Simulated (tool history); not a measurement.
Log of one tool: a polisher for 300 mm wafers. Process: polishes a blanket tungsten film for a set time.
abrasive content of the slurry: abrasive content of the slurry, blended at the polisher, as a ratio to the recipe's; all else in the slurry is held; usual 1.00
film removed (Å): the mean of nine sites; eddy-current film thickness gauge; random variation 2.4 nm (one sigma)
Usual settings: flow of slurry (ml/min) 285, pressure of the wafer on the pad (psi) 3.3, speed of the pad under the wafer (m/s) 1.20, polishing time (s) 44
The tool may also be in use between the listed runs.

run	hour	flow of slurry (ml/min)	pressure of the wafer on the pad (psi)	speed of the pad under the wafer (m/s)	abrasive content of the slurry	polishing time (s)	wafers since the last listed run	wafers polished on this pad	hours since the slurry nozzle was cleaned	hours since the head pressure was calibrated	hours since the slurry blender was calibrated	hours since the slurry got fresh peroxide	incoming thickness of the incoming film, nm	film removed (Å)
1	0.0	285	3.3	1.20	1.00	44	0	257	381.2	770.1	191.5	94.5	636.7	2460
2	13.1	285	3.3	1.20	1.00	44	155	412	394.3	783.2	204.6	107.6	632.2	2446
3	26.8	285	3.3	1.20	1.00	44	162	575	408.0	796.9	218.3	121.3	634.6	2421
# hour 28.7: slurry nozzle cleaned
4	40.4	285	3.3	1.20	1.00	44	149	725	11.7	810.5	231.9	134.9	632.5	2442
5	81.8	285	3.3	1.20	1.00	44	491	1216	53.1	851.9	273.3	176.3	637.0	2399
# hour 90.1: slurry tank refilled with fresh slurry and peroxide
6	95.8	285	3.3	1.20	1.20	44	154	1371	67.1	865.9	287.3	5.7	639.4	2498
7	109.1	285	3.3	1.20	1.20	44	157	1529	80.4	879.2	300.6	19.0	624.0	2473
8	121.5	285	3.3	1.20	1.00	44	147	1676	92.8	891.6	313.0	31.4	634.7	2398
# hour 131.0: worn pad replaced by a new one
# hour 172.5: slurry blender recalibrated
9	201.1	285	3.3	1.20	1.00	44	874	808	172.4	971.2	28.6	111.0	635.2	2508
# hour 209.9: head pressure recalibrated
10	228.1	285	3.3	1.20	1.00	44	296	1105	199.4	18.2	55.6	138.0	637.4	2531
11	257.6	285	3.3	1.20	1.00	44	350	1455	228.9	47.7	85.1	167.5	629.4	2519
# hour 277.3: worn pad replaced by a new one
12	278.8	285	2.4	1.20	1.00	44	204	17	250.1	68.9	106.3	188.7	638.5	1850
# hour 298.1: slurry tank refilled with fresh slurry and peroxide
13	306.2	330	4.5	0.92	1.15	44	313	330	277.5	96.3	133.7	8.1	639.0	2692
14	324.5	330	4.5	0.92	1.15	44	217	548	295.8	114.6	152.0	26.4	635.1	2670
15	356.5	285	3.3	1.20	1.00	44	380	928	327.8	146.6	184.0	58.4	639.7	2423
16	390.2	285	3.3	1.20	1.00	44	400	1328	361.5	180.3	217.7	92.1	638.6	2435

Run 17 comes next. What will it give?
# hour 456.4: worn pad replaced by a new one
17	470.4	190	3.3	1.20	1.00	44	904	165	441.7	260.5	297.9	172.3	623.7	?

film removed (Å): 2202
Without the tool's hidden state the same run would have given film removed (Å) 2395.

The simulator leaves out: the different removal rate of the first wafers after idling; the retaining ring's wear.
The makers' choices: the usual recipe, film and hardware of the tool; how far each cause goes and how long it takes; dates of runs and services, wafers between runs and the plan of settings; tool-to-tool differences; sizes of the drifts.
